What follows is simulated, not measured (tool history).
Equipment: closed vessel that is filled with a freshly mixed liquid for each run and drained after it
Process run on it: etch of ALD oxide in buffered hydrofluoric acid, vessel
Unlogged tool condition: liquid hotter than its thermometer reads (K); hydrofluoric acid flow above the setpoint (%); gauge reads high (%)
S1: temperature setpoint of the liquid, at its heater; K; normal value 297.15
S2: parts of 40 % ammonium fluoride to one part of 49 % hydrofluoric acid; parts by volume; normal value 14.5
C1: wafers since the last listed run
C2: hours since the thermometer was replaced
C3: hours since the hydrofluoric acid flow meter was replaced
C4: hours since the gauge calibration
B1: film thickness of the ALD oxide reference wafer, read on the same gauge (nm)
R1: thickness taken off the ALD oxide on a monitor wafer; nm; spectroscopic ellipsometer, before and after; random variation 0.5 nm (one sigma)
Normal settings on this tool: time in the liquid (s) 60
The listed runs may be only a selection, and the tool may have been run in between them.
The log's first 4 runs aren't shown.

run 5 hour=298.8 | S1=293.65 S2=14.5 time_in_the_liquid_(s)=60 | C1=9764 C2=351.5 C3=382.9 C4=2747.3 | B1=30 | R1=45.82
run 6 hour=397.3 | S1=293.65 S2=14.5 time_in_the_liquid_(s)=60 | C1=12840 C2=450 C3=481.4 C4=2845.8 | B1=30.02 | R1=45.71
run 7 hour=486.4 | S1=297.15 S2=14.5 time_in_the_liquid_(s)=60 | C1=11615 C2=539.1 C3=570.5 C4=2934.9 | B1=30.02 | R1=56.62
run 8 hour=549.3 | S1=297.15 S2=14.5 time_in_the_liquid_(s)=60 | C1=8199 C2=602 C3=633.4 C4=2997.8 | B1=30.01 | R1=57.12
run 9 hour=644.7 | S1=297.15 S2=14.5 time_in_the_liquid_(s)=60 | C1=12436 C2=697.4 C3=728.8 C4=3093.2 | B1=29.99 | R1=57.81
-- hour=712 hydrofluoric acid flow meter replaced
-- hour=713.7 thermometer replaced
run 10 hour=725.6 | S1=297.15 S2=14.5 time_in_the_liquid_(s)=60 | C1=10285 C2=11.9 C3=13.6 C4=3174.1 | B1=30 | R1=53.2
-- hour=756.6 gauge calibrated
run 11 hour=830.7 | S1=300.65 S2=14.5 time_in_the_liquid_(s)=60 | C1=13701 C2=117 C3=118.7 C4=74.1 | B1=29.98 | R1=64.52
run 12 hour=870 | S1=297.15 S2=14.5 time_in_the_liquid_(s)=60 | C1=5123 C2=156.3 C3=158 C4=113.4 | B1=30.02 | R1=54.89
run 13 hour=935 | S1=298.65 S2=10.5 time_in_the_liquid_(s)=35 | C1=8473 C2=221.3 C3=223 C4=178.4 | B1=30 | R1=46.67
run 14 hour=984.7 | S1=297.15 S2=14.5 time_in_the_liquid_(s)=40 | C1=6479 C2=271 C3=272.7 C4=228.1 | B1=29.99 | R1=36.93
run 15 hour=1091.6 | S1=298.65 S2=17 time_in_the_liquid_(s)=60 | C1=13935 C2=377.9 C3=379.6 C4=335 | B1=30.02 | R1=51.58
run 16 hour=1188.8 | S1=301.65 S2=14.5 time_in_the_liquid_(s)=45 | C1=12671 C2=475.1 C3=476.8 C4=432.2 | B1=29.98 | R1=53.39
run 17 hour=1234.1 | S1=297.15 S2=14.5 time_in_the_liquid_(s)=60 | C1=5905 C2=520.4 C3=522.1 C4=477.5 | B1=30 | R1=56.68
run 18 hour=1306.2 | S1=297.15 S2=19.5 time_in_the_liquid_(s)=50 | C1=9399 C2=592.5 C3=594.2 C4=549.6 | B1=30 | R1=35.43

Predict the results of run 19:
run 19 hour=1372.4 | S1=297.15 S2=17.5 time_in_the_liquid_(s)=60 | C1=8630 C2=658.7 C3=660.4 C4=615.8 | B1=? | R1=?

{"run 19": {"B1": 30.01, "R1": 47.38}}
Were there no unlogged condition in the tool, this run, its random variation unchanged, would have produced R1 43.5 nm.
